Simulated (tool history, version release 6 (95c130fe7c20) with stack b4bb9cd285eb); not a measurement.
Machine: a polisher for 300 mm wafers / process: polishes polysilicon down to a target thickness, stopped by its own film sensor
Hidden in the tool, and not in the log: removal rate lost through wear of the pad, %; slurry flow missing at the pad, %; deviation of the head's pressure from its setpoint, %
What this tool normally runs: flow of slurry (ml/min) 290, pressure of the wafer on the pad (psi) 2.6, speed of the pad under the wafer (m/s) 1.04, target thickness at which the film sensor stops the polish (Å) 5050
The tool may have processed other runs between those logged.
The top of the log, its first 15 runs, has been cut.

run	day	flow of slurry (ml/min)	pressure of the wafer on the pad (psi)	speed of the pad under the wafer (m/s)	target thickness at which the film sensor stops the polish (Å)	wafers since the last listed run	wafers polished on this pad	hours since the slurry nozzle was cleaned	hours since the head pressure was calibrated	incoming thickness of the incoming film, nm	time until the film sensor stopped the polish (s)
16	29.454	290	3.4	0.86	2480	514	789	150.1	563.1	1285.4	106.9
17	31.983	265	2.6	1.04	3110	493	1283	210.8	623.8	1273.2	107.1
18	34.329	290	2.6	1.38	5050	457	1740	267.1	680.1	1272.3	63.9
19	37.062	290	2.6	1.04	5050	533	2274	332.7	745.7	1290.3	86.7
20	38.992	290	2.6	1.04	5050	376	2650	379	792	1262.6	82.8
# day 39.304: head pressure recalibrated
21	41.071	215	3	1.3	3050	389	3040	428.9	42.4	1267.5	78.8
22	42.6	290	2.6	1.04	5050	298	3338	465.6	79.1	1272.7	86.3
# day 43.55: worn pad replaced by a new one
23	43.708	360	2.6	1.04	6720	183	30	492.2	105.7	1292.7	69
# day 44.454: slurry nozzle cleaned
24	46.196	360	2.6	0.94	3480	477	508	41.8	165.4	1279.5	116.2
25	47.442	315	2.1	1.04	5050	243	751	71.7	195.3	1283.3	107.3
26	48.908	290	2.6	1.04	5050	286	1037	106.9	230.5	1295.3	88.4
27	50.804	290	3.1	0.92	3670	369	1407	152.4	276	1264.5	97.9
28	52.338	255	3.2	1.3	6510	299	1706	189.2	312.8	1280.5	46.5
29	54.446	235	2.6	0.78	5050	411	2117	239.8	363.4	1302.4	118.3
30	57.354	290	2.6	1.04	6050	567	2685	309.6	433.2	1277.8	75
31	59.008	290	3.4	1.04	5050	322	3008	349.3	472.9	1277	66.9
32	60.692	385	2.6	0.86	5050	328	3336	389.7	513.3	1283.1	101
# day 62.454: worn pad replaced by a new one
33	63.262	290	2.9	1.04	6830	469	158	451.4	575	1278	57.8
34	64.329	375	3.3	1.04	3110	208	366	477	600.6	1284.8	83.5
# day 65.121: slurry nozzle cleaned
35	66.296	290	2.6	1.04	5050	375	741	28.2	647.8	1288.2	87
# day 67.917: head pressure recalibrated
36	68.417	380	2.8	1.16	5050	397	1139	79.1	12	1287.7	74.4

Here are 5 independent what-if runs from the current tool condition. What would each one return?
A	68.438	290	2.6	1.04	5050	4	1143	79.6	12.5	1275.3	?
B	68.438	290	3.3	1.04	5050	4	1143	79.6	12.5	1275.3	?
C	68.438	325	3	1.04	3930	4	1143	79.6	12.5	1275.3	?
D	68.438	215	1.9	1.22	2690	4	1143	79.6	12.5	1275.3	?
E	68.438	290	2.6	0.9	5050	4	1143	79.6	12.5	1275.3	?

run	time until the film sensor stopped the polish (s)
A	89.1
B	70.3
C	87.9
D	138
E	103
Without the tool's hidden state the same runs would have given:
run	time until the film sensor stopped the polish (s)
A	88.5
B	69.9
C	87.4
D	137.1
E	102.3
